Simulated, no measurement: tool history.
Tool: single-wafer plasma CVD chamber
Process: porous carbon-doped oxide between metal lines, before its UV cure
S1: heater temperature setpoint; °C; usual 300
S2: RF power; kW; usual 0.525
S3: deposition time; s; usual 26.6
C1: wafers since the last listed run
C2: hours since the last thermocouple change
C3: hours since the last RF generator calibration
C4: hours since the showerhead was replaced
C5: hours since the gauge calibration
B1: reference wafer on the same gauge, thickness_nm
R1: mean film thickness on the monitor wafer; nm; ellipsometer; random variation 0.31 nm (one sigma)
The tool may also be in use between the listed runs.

run    hour   S1     S2    S3    C1      C2      C3      C4      C5       B1       R1
  1     0.0  300  0.525  26.6     0  1741.3  1541.1  3169.9  1219.4  143.951  127.963
  2    70.7  300  0.525  26.6  1739  1812.0  1611.8  3240.6  1290.1  143.909  127.573
  3   101.2  300  0.525  29.3   750  1842.5  1642.3  3271.1  1320.6  143.782  140.134
  4   143.2  300  0.525  26.6  1033  1884.5  1684.3  3313.1  1362.6  144.019  127.531
  5   214.0  300  0.455  26.6  1741  1955.3  1755.1  3383.9  1433.4  144.006  111.574
  6   239.1  300  0.525  26.6   617  1980.4  1780.2  3409.0  1458.5  144.011  127.953
  7   297.7  300  0.525  26.6  1441  2039.0  1838.8  3467.6  1517.1  144.028  127.542
  8   328.3  290  0.525  26.6   752  2069.6  1869.4  3498.2  1547.7  144.109  136.234
  9   355.5  300  0.565  26.6   669  2096.8  1896.6  3525.4  1574.9  143.941  135.556
 10   414.6  300  0.565  26.6  1454  2155.9  1955.7  3584.5  1634.0  144.070  135.759
      447.6  -- thermocouple changed; heater temperature recalibrated
 11   482.9  300  0.525  26.6  1483    35.3  2024.0  3652.8  1702.3  144.076  131.035
 12   544.2  300  0.525  26.6  1508    96.6  2085.3  3714.1  1763.6  144.117  130.642
      565.1  -- gauge calibrated
      589.0  -- RF generator calibrated
 13   611.4  300  0.525  26.6  1456   163.8    22.4  3781.3    46.3  143.944  130.524
 14   642.5  300  0.525  26.6   765   194.9    53.5  3812.4    77.4  143.999  130.509
 15   705.7  300  0.525  26.6  1554   258.1   116.7  3875.6   140.6  143.891  129.880
 16   751.4  300  0.450  24.5  1124   303.8   162.4  3921.3   186.3  143.957  103.069
 17   797.7  288  0.570  26.6  1139   350.1   208.7  3967.6   232.6  144.047  149.871
      850.4  -- showerhead replaced
 18   858.2  300  0.525  26.6  1291   410.6   269.2     7.8   293.1  144.003  128.595
 19   925.2  300  0.525  26.6  1648   477.6   336.2    74.8   360.1  143.823  128.964
 20   969.7  300  0.525  26.6  1094   522.1   380.7   119.3   404.6  143.969  128.787
 21  1003.2  309  0.620  21.3   824   555.6   414.2   152.8   438.1  144.019  112.856
 22  1061.3  300  0.525  28.6  1429   613.7   472.3   210.9   496.2  144.002  137.531
 23  1102.2  287  0.440  24.8  1006   654.6   513.2   251.8   537.1  144.084  110.676
 24  1194.0  290  0.595  25.1  2258   746.4   605.0   343.6   628.9  143.782  143.638
 25  1230.2  300  0.525  26.6   890   782.6   641.2   379.8   665.1  144.005  127.712
 26  1289.5  300  0.525  26.6  1459   841.9   700.5   439.1   724.4  144.115  127.700
 27  1358.0  300  0.480  26.6  1685   910.4   769.0   507.6   792.9  143.896  117.913
 28  1426.3  310  0.525  29.4  1680   978.7   837.3   575.9   861.2  143.971  132.307
 29  1475.2  290  0.525  26.6  1203  1027.6   886.2   624.8   910.1  143.935  135.808
 30  1531.6  300  0.525  26.6  1387  1084.0   942.6   681.2   966.5  144.056  127.308
 31  1592.3  300  0.525  23.8  1493  1144.7  1003.3   741.9  1027.2  143.932  114.294
 32  1643.7  300  0.525  26.6  1264  1196.1  1054.7   793.3  1078.6  143.828  127.045
 33  1674.4  310  0.525  22.1   755  1226.8  1085.4   824.0  1109.3  144.038  100.102
 34  1719.0  286  0.525  26.6  1097  1271.4  1130.0   868.6  1153.9  144.031  139.295

Forecast each of these 4 alternatives for the next run:
  A  1719.4  300  0.445  26.6   9  1271.8  1130.4  869.0  1154.3   ?   ?
  B  1719.4  286  0.525  22.5   9  1271.8  1130.4  869.0  1154.3   ?   ?
  C  1719.4  308  0.440  31.2   9  1271.8  1130.4  869.0  1154.3   ?   ?
  D  1719.4  304  0.525  22.6   9  1271.8  1130.4  869.0  1154.3   ?   ?

run       B1       R1
  A  143.997  108.529
  B  143.997  118.375
  C  143.997  119.220
  D  143.997  105.849
Without the tool's hidden state the same runs would have given:
run       R1
  A  112.641
  B  123.340
  C  123.491
  D  109.775
